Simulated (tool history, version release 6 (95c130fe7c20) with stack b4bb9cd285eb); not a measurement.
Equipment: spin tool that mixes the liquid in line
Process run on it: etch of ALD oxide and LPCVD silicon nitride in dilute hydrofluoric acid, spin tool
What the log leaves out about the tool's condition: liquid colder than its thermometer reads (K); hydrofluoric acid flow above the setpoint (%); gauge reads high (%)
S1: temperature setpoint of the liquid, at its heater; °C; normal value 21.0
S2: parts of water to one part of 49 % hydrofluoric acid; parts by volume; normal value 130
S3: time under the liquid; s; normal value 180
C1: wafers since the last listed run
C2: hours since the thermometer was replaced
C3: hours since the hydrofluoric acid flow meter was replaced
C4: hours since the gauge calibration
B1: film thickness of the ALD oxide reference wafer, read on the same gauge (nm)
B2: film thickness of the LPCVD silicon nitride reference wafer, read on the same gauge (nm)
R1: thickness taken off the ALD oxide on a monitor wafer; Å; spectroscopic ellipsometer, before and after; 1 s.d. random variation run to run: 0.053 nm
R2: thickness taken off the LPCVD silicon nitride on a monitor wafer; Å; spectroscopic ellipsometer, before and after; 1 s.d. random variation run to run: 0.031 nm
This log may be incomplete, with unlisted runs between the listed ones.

| run | hour | S1 | S2 | S3 | C1 | C2 | C3 | C4 | B1 | B2 | R1 | R2 |
|---|---|---|---|---|---|---|---|---|---|---|---|---|
| 1 | 0.0 | 21.0 | 105 | 180 | 0 | 1947.4 | 1895.2 | 270.0 | 119.98 | 99.974 | 209.9 | 6.38 |
| 2 | 9.8 | 17.5 | 130 | 180 | 78 | 1957.2 | 1905.0 | 279.8 | 120.05 | 100.045 | 142.8 | 3.79 |
| 3 | 20.6 | 21.0 | 100 | 255 | 86 | 1968.0 | 1915.8 | 290.6 | 119.98 | 100.042 | 311.9 | 9.95 |
| 4 | 28.0 | 21.0 | 100 | 255 | 59 | 1975.4 | 1923.2 | 298.0 | 119.98 | 100.019 | 313.2 | 8.70 |
| 5 | 38.9 | 21.0 | 130 | 180 | 86 | 1986.3 | 1934.1 | 308.9 | 120.01 | 100.006 | 165.3 | 5.50 |
| 6 | 49.4 | 21.0 | 130 | 180 | 83 | 1996.8 | 1944.6 | 319.4 | 120.04 | 99.977 | 164.8 | 4.74 |
| 7 | 60.6 | 21.0 | 130 | 135 | 89 | 2008.0 | 1955.8 | 330.6 | 119.97 | 99.992 | 124.0 | 3.52 |
| 8 | 77.3 | 21.0 | 130 | 180 | 133 | 2024.7 | 1972.5 | 347.3 | 120.00 | 99.969 | 166.4 | 4.77 |
| 9 | 93.2 | 21.0 | 130 | 180 | 126 | 2040.6 | 1988.4 | 363.2 | 120.03 | 99.962 | 164.7 | 4.50 |
|  | 98.4 | gauge calibrated |
| 10 | 105.7 | 21.0 | 130 | 180 | 99 | 2053.1 | 2000.9 | 7.3 | 119.99 | 99.987 | 165.1 | 4.42 |
| 11 | 113.4 | 21.0 | 130 | 155 | 61 | 2060.8 | 2008.6 | 15.0 | 119.99 | 100.009 | 143.1 | 4.28 |
| 12 | 121.1 | 21.0 | 130 | 180 | 61 | 2068.5 | 2016.3 | 22.7 | 119.94 | 100.032 | 164.8 | 4.61 |
| 13 | 137.1 | 21.0 | 130 | 130 | 127 | 2084.5 | 2032.3 | 38.7 | 120.01 | 99.989 | 119.4 | 3.47 |
| 14 | 153.2 | 22.5 | 190 | 180 | 128 | 2100.6 | 2048.4 | 54.8 | 119.99 | 99.984 | 113.5 | 4.09 |
|  | 158.3 | hydrofluoric acid flow meter replaced |
| 15 | 160.6 | 21.0 | 105 | 245 | 51 | 2108.0 | 2.3 | 62.2 | 120.01 | 100.002 | 259.2 | 7.30 |
| 16 | 191.7 | 17.5 | 175 | 180 | 248 | 2139.1 | 33.4 | 93.3 | 119.95 | 99.997 | 92.7 | 2.62 |
| 17 | 200.6 | 21.0 | 130 | 140 | 70 | 2148.0 | 42.3 | 102.2 | 120.07 | 99.968 | 117.1 | 3.43 |
| 18 | 212.0 | 19.0 | 130 | 180 | 90 | 2159.4 | 53.7 | 113.6 | 119.99 | 99.995 | 138.5 | 3.66 |
| 19 | 218.4 | 24.0 | 165 | 180 | 51 | 2165.8 | 60.1 | 120.0 | 119.95 | 99.992 | 129.2 | 4.18 |
| 20 | 229.7 | 21.0 | 130 | 135 | 90 | 2177.1 | 71.4 | 131.3 | 120.01 | 100.019 | 112.9 | 3.41 |
| 21 | 244.7 | 21.0 | 130 | 215 | 119 | 2192.1 | 86.4 | 146.3 | 119.98 | 99.993 | 180.3 | 4.92 |
|  | 254.7 | thermometer replaced |
| 22 | 255.7 | 19.0 | 80 | 125 | 79 | 1.0 | 97.4 | 157.3 | 120.01 | 99.995 | 184.2 | 4.98 |
| 23 | 273.1 | 21.0 | 130 | 180 | 138 | 18.4 | 114.8 | 174.7 | 120.02 | 99.971 | 166.8 | 5.36 |

What does the tool deliver on the next run?
| 24 | 289.2 | 21.0 | 130 | 180 | 128 | 34.5 | 130.9 | 190.8 | ? | ? | ? | ? |

{"run 24": {"B1": 120.0, "B2": 99.979, "R1": 167.2, "R2": 5.28}}
If the tool had no hidden condition, the same run with the same run-to-run variation would have returned R1 162.3 Å, R2 5.15 Å.
